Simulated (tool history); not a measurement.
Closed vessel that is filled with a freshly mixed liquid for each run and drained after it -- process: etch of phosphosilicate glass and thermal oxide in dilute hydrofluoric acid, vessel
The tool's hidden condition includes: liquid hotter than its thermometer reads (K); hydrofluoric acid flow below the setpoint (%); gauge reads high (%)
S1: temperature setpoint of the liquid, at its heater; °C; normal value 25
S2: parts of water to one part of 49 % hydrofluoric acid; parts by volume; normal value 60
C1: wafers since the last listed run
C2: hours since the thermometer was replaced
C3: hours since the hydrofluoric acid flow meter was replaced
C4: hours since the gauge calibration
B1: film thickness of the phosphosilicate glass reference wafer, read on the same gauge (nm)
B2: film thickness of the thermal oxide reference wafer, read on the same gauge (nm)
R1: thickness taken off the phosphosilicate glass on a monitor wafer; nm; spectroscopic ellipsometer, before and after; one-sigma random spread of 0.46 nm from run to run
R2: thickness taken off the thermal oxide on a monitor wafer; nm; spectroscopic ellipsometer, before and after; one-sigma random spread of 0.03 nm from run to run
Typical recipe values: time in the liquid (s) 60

run 1 hour=0 | S1=28 S2=60 time_in_the_liquid_(s)=60 | C1=0 C2=1269.1 C3=1551.6 C4=2055.2 | B1=110 B2=120 | R1=65.22 R2=5.56
-- hour=17.5 hydrofluoric acid flow meter replaced
run 2 hour=32.1 | S1=25 S2=60 time_in_the_liquid_(s)=60 | C1=2567 C2=1301.2 C3=14.6 C4=2087.3 | B1=110.01 B2=119.97 | R1=62.47 R2=5.38
run 3 hour=60.7 | S1=25 S2=60 time_in_the_liquid_(s)=60 | C1=2361 C2=1329.8 C3=43.2 C4=2115.9 | B1=109.96 B2=120.01 | R1=62.76 R2=5.32
run 4 hour=119 | S1=25 S2=60 time_in_the_liquid_(s)=35 | C1=4813 C2=1388.1 C3=101.5 C4=2174.2 | B1=110.01 B2=120.02 | R1=36.66 R2=3.11
run 5 hour=162.1 | S1=25 S2=60 time_in_the_liquid_(s)=60 | C1=3558 C2=1431.2 C3=144.6 C4=2217.3 | B1=110 B2=119.96 | R1=62.47 R2=5.35
-- hour=171.7 gauge calibrated
run 6 hour=210.4 | S1=25 S2=60 time_in_the_liquid_(s)=60 | C1=3987 C2=1479.5 C3=192.9 C4=38.7 | B1=110.01 B2=120.03 | R1=61.94 R2=5.33
run 7 hour=248.3 | S1=25 S2=70 time_in_the_liquid_(s)=60 | C1=3129 C2=1517.4 C3=230.8 C4=76.6 | B1=109.99 B2=119.99 | R1=52.9 R2=4.48
run 8 hour=277.6 | S1=25 S2=60 time_in_the_liquid_(s)=60 | C1=2419 C2=1546.7 C3=260.1 C4=105.9 | B1=110.02 B2=119.93 | R1=61.69 R2=5.29
-- hour=324.7 thermometer replaced
run 9 hour=336.2 | S1=25 S2=60 time_in_the_liquid_(s)=70 | C1=4755 C2=11.5 C3=318.7 C4=164.5 | B1=109.99 B2=120.02 | R1=72.41 R2=6.17
run 10 hour=383.3 | S1=25 S2=60 time_in_the_liquid_(s)=45 | C1=3888 C2=58.6 C3=365.8 C4=211.6 | B1=109.99 B2=119.97 | R1=45.71 R2=3.98
run 11 hour=425.3 | S1=25 S2=60 time_in_the_liquid_(s)=60 | C1=3467 C2=100.6 C3=407.8 C4=253.6 | B1=109.98 B2=120.02 | R1=61.83 R2=5.26
run 12 hour=452.3 | S1=28.5 S2=35 time_in_the_liquid_(s)=75 | C1=2229 C2=127.6 C3=434.8 C4=280.6 | B1=110.04 B2=120.01 | R1=157.48 R2=13.52
run 13 hour=478.3 | S1=25 S2=60 time_in_the_liquid_(s)=60 | C1=2146 C2=153.6 C3=460.8 C4=306.6 | B1=110.01 B2=120.02 | R1=61.12 R2=5.24
run 14 hour=507.3 | S1=21.5 S2=40 time_in_the_liquid_(s)=35 | C1=2394 C2=182.6 C3=489.8 C4=335.6 | B1=110 B2=120 | R1=47.44 R2=4.07
run 15 hour=541.2 | S1=25 S2=60 time_in_the_liquid_(s)=60 | C1=2798 C2=216.5 C3=523.7 C4=369.5 | B1=110.01 B2=120 | R1=60.74 R2=5.23
run 16 hour=598.6 | S1=27.5 S2=75 time_in_the_liquid_(s)=45 | C1=4739 C2=273.9 C3=581.1 C4=426.9 | B1=110.03 B2=120.05 | R1=40.1 R2=3.4
run 17 hour=691.5 | S1=27.5 S2=80 time_in_the_liquid_(s)=60 | C1=7670 C2=366.8 C3=674 C4=519.8 | B1=109.99 B2=119.99 | R1=49.14 R2=4.21
run 18 hour=758.9 | S1=25 S2=60 time_in_the_liquid_(s)=60 | C1=5564 C2=434.2 C3=741.4 C4=587.2 | B1=110.03 B2=120.01 | R1=60.71 R2=5.19
run 19 hour=897.1 | S1=25 S2=60 time_in_the_liquid_(s)=60 | C1=11410 C2=572.4 C3=879.6 C4=725.4 | B1=110 B2=120 | R1=59.45 R2=5.15
run 20 hour=935.7 | S1=25 S2=40 time_in_the_liquid_(s)=60 | C1=3187 C2=611 C3=918.2 C4=764 | B1=110.03 B2=120.01 | R1=91.9 R2=7.88
run 21 hour=963.2 | S1=21 S2=60 time_in_the_liquid_(s)=60 | C1=2270 C2=638.5 C3=945.7 C4=791.5 | B1=110 B2=119.96 | R1=50.98 R2=4.38
run 22 hour=1001.8 | S1=22.5 S2=60 time_in_the_liquid_(s)=60 | C1=3187 C2=677.1 C3=984.3 C4=830.1 | B1=109.98 B2=120.01 | R1=53.97 R2=4.57
run 23 hour=1032.4 | S1=27 S2=60 time_in_the_liquid_(s)=70 | C1=2526 C2=707.7 C3=1014.9 C4=860.7 | B1=110 B2=120.02 | R1=75.41 R2=6.44
run 24 hour=1061.2 | S1=25 S2=90 time_in_the_liquid_(s)=60 | C1=2377 C2=736.5 C3=1043.7 C4=889.5 | B1=110.02 B2=120.01 | R1=37.8 R2=3.24
run 25 hour=1093.1 | S1=28 S2=35 time_in_the_liquid_(s)=75 | C1=2633 C2=768.4 C3=1075.6 C4=921.4 | B1=110 B2=120 | R1=147.88 R2=12.79
run 26 hour=1129.2 | S1=22.5 S2=45 time_in_the_liquid_(s)=70 | C1=2980 C2=804.5 C3=1111.7 C4=957.5 | B1=109.98 B2=119.98 | R1=85.52 R2=7.32

Table of differences, measured result less the result of that run with no hidden state. Run-to-run variation is the same in both. Gauge scatter possibly is not:
run=1 R1=-5.84 R2=-0.5
run=2 R1=-0.23 R2=-0.02
run=3 R1=-0.32 R2=-0.03
run=4 R1=-0.31 R2=-0.03
run=5 R1=-0.67 R2=-0.06
run=6 R1=-0.82 R2=-0.07
run=7 R1=-0.81 R2=-0.07
run=8 R1=-1.04 R2=-0.09
run=9 R1=-1.46 R2=-0.13
run=10 R1=-1.04 R2=-0.1
run=11 R1=-1.55 R2=-0.13
run=12 R1=-4.08 R2=-0.35
run=13 R1=-1.71 R2=-0.15
run=14 R1=-1.36 R2=-0.12
run=15 R1=-1.91 R2=-0.16
run=16 R1=-1.42 R2=-0.12
run=17 R1=-2.02 R2=-0.17
run=18 R1=-2.67 R2=-0.22
run=19 R1=-3.09 R2=-0.26
run=20 R1=-4.84 R2=-0.41
run=21 R1=-2.81 R2=-0.24
run=22 R1=-3.12 R2=-0.26
run=23 R1=-4.53 R2=-0.39
run=24 R1=-2.4 R2=-0.21
run=25 R1=-9.1 R2=-0.78
run=26 R1=-5.49 R2=-0.47
